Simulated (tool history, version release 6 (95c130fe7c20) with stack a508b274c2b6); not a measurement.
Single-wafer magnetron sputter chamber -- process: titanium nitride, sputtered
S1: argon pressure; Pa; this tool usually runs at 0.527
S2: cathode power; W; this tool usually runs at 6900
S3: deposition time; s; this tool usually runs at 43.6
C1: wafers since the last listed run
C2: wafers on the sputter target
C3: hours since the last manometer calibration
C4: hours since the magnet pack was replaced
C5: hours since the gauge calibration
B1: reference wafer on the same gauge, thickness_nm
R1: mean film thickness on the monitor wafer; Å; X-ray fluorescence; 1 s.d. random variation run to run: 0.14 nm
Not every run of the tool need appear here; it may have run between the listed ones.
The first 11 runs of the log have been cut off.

run    hour     S1    S2    S3    C1    C2      C3      C4     C5      B1      R1
 12   476.9  0.527  6450  43.6   813  4235  2067.9  3366.4  444.8  56.782  486.82
 13   557.6  0.527  6450  43.6  1001  5237  2148.6  3447.1  525.5  56.827  484.98
 14   603.9  0.527  6900  43.6   574  5811  2194.9  3493.4  571.8  56.806  518.90
 15   727.1  0.527  6900  48.3  1528  7340  2318.1  3616.6  695.0  56.771  575.94
 16   788.9  0.622  7900  36.3   766  8107  2379.9  3678.4  756.8  56.804  480.34
 17   831.0  0.527  6000  40.1   522  8629  2422.0  3720.5  798.9  56.783  414.85
 18   855.8  0.527  5200  49.2   307  8937  2446.8  3745.3  823.7  56.767  441.71
      908.5  -- sputter target and shields replaced
      915.2  -- magnet pack replaced
 19   915.7  0.595  6900  43.6   560     6  2506.7     0.5  883.6  56.808  504.28
      933.3  -- gauge calibrated
 20   943.2  0.527  6450  43.6   341   347  2534.2    28.0    9.9  56.800  486.77
      970.9  -- capacitance manometer re-zeroed and calibrated
 21   983.8  0.527  6900  46.4   404   751    12.9    68.6   50.5  56.822  544.56
 22  1055.0  0.527  6900  43.6   883  1635    84.1   139.8  121.7  56.816  511.65
 23  1121.2  0.430  6000  39.5   821  2456   150.3   206.0  187.9  56.785  420.74
 24  1192.9  0.621  6900  43.6   889  3346   222.0   277.7  259.6  56.806  490.73
 25  1240.0  0.344  6900  43.6   584  3930   269.1   324.8  306.7  56.792  547.44
     1262.1  -- capacitance manometer re-zeroed and calibrated, repeated, since the last time left the tool worse
 26  1271.2  0.398  5250  47.4   287  4218     9.1   356.0  337.9  56.813  457.67
 27  1310.5  0.527  6900  43.6   487  4706    48.4   395.3  377.2  56.808  529.35
 28  1394.2  0.527  8250  51.2  1038  5744   132.1   479.0  460.9  56.822  739.67
 29  1430.7  0.413  8050  51.5   452  6197   168.6   515.5  497.4  56.808  759.48
 30  1478.7  0.666  8000  36.2   595  6793   216.6   563.5  545.4  56.781  482.08

Below are 3 alternative next runs, each starting from the tool's condition after run 30. Predict each:
  A  1479.1  0.445  6900  43.6   4  6798  217.0  563.9  545.8   ?   ?
  B  1479.1  0.707  8300  50.1   4  6798  217.0  563.9  545.8   ?   ?
  C  1479.1  0.657  5450  43.6   4  6798  217.0  563.9  545.8   ?   ?

run      B1      R1
  A  56.777  543.74
  B  56.777  684.35
  C  56.777  398.01
Stripped of hidden state, with their random variation kept, the same runs would have yielded:
run      R1
  A  545.00
  B  686.76
  C  399.32
